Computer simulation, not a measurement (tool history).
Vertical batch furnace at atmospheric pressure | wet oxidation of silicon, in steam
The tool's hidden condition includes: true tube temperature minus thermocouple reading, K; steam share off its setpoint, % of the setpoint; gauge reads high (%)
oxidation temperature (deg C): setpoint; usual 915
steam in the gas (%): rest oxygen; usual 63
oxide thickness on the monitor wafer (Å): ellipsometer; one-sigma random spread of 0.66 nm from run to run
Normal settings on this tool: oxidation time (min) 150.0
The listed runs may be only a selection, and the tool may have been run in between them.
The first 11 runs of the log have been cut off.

run     day  oxidation temperature (deg C)  oxidation time (min)  steam in the gas (%)  wafers since the last listed run  hours since the last temperature calibration  hours since the steam generator was serviced  hours since the gauge calibration  read-back reference wafer on the same gauge, thickness  oxide thickness on the monitor wafer (Å)
 12  13.767                            915                 172.5                    63                               131                                          32.5                                        2600.1                              956.0                                                  416.87                                    3964.1
 13  14.592                            920                 150.0                    55                               175                                          52.3                                        2619.9                              975.8                                                  416.94                                    3405.1
     15.300  -- gauge calibrated
 14  15.446                            915                 150.0                    63                               181                                          72.8                                        2640.4                                3.5                                                  416.98                                    3598.3
 15  16.675                            915                 150.0                    63                               261                                         102.3                                        2669.9                               33.0                                                  417.20                                    3592.3
 16  17.188                            915                 150.0                    63                               108                                         114.6                                        2682.2                               45.3                                                  416.75                                    3596.3
 17  18.029                            915                 150.0                    63                               178                                         134.8                                        2702.4                               65.5                                                  416.93                                    3597.8
 18  19.142                            915                 150.0                    63                               236                                         161.5                                        2729.1                               92.2                                                  416.95                                    3581.0
 19  19.950                            906                 104.0                    63                               171                                         180.9                                        2748.5                              111.6                                                  417.09                                    2556.1
 20  20.529                            908                 150.0                    63                               123                                         194.8                                        2762.4                              125.5                                                  417.05                                    3383.0
 21  21.179                            897                 208.5                    58                               138                                         210.4                                        2778.0                              141.1                                                  417.07                                    3641.5
     22.342  -- steam generator serviced
 22  23.008                            922                 150.0                    56                               176                                         254.3                                          16.0                              185.0                                                  416.93                                    3612.8
 23  25.771                            915                 122.0                    63                               587                                         320.6                                          82.3                              251.3                                                  416.89                                    3220.0
 24  26.875                            915                 150.0                    63                               234                                         347.1                                         108.8                              277.8                                                  417.13                                    3722.9
 25  27.892                            915                 150.0                    63                               216                                         371.5                                         133.2                              302.2                                                  417.07                                    3737.5
 26  29.242                            915                 150.0                    56                               286                                         403.9                                         165.6                              334.6                                                  416.98                                    3425.8
 27  30.288                            932                  83.5                    71                               222                                         429.0                                         190.7                              359.7                                                  417.16                                    3061.3
 28  31.483                            925                 222.0                    55                               254                                         457.7                                         219.4                              388.4                                                  417.06                                    4767.1
 29  32.125                            907                 176.5                    57                               136                                         473.1                                         234.8                              403.8                                                  416.99                                    3638.9
 30  32.896                            890                 131.0                    74                               163                                         491.6                                         253.3                              422.3                                                  416.95                                    3006.4
 31  34.354                            931                 106.5                    58                               309                                         526.6                                         288.3                              457.3                                                  416.95                                    3136.7
 32  34.862                            932                 197.0                    55                               108                                         538.8                                         300.5                              469.5                                                  416.84                                    4619.6
 33  35.667                            915                  97.5                    63                               170                                         558.1                                         319.8                              488.8                                                  417.08                                    2740.7
 34  36.417                            915                  82.0                    59                               159                                         576.1                                         337.8                              506.8                                                  417.00                                    2312.6
 35  37.029                            915                 150.0                    63                               130                                         590.8                                         352.5                              521.5                                                  417.06                                    3714.0

Below are 5 alternative next runs, each starting from the tool's condition after run 35. Predict each:
  A  37.325                            900                 150.0                    63                                62                                         597.9                                         359.6                              528.6                                                       ?                                         ?
  B  37.325                            915                 150.0                    54                                62                                         597.9                                         359.6                              528.6                                                       ?                                         ?
  C  37.325                            915                 105.5                    63                                62                                         597.9                                         359.6                              528.6                                                       ?                                         ?
  D  37.325                            915                 219.5                    58                                62                                         597.9                                         359.6                              528.6                                                       ?                                         ?
  E  37.325                            932                 150.0                    63                                62                                         597.9                                         359.6                              528.6                                                       ?                                         ?

run  read-back reference wafer on the same gauge, thickness  oxide thickness on the monitor wafer (Å)
  A                                                  416.99                                    3258.1
  B                                                  416.99                                    3336.4
  C                                                  416.99                                    2900.1
  D                                                  416.99                                    4557.9
  E                                                  416.99                                    4210.8
Without the tool's hidden state the same runs would have given:
run  oxide thickness on the monitor wafer (Å)
  A                                    3261.6
  B                                    3340.8
  C                                    2903.8
  D                                    4564.0
  E                                    4216.8
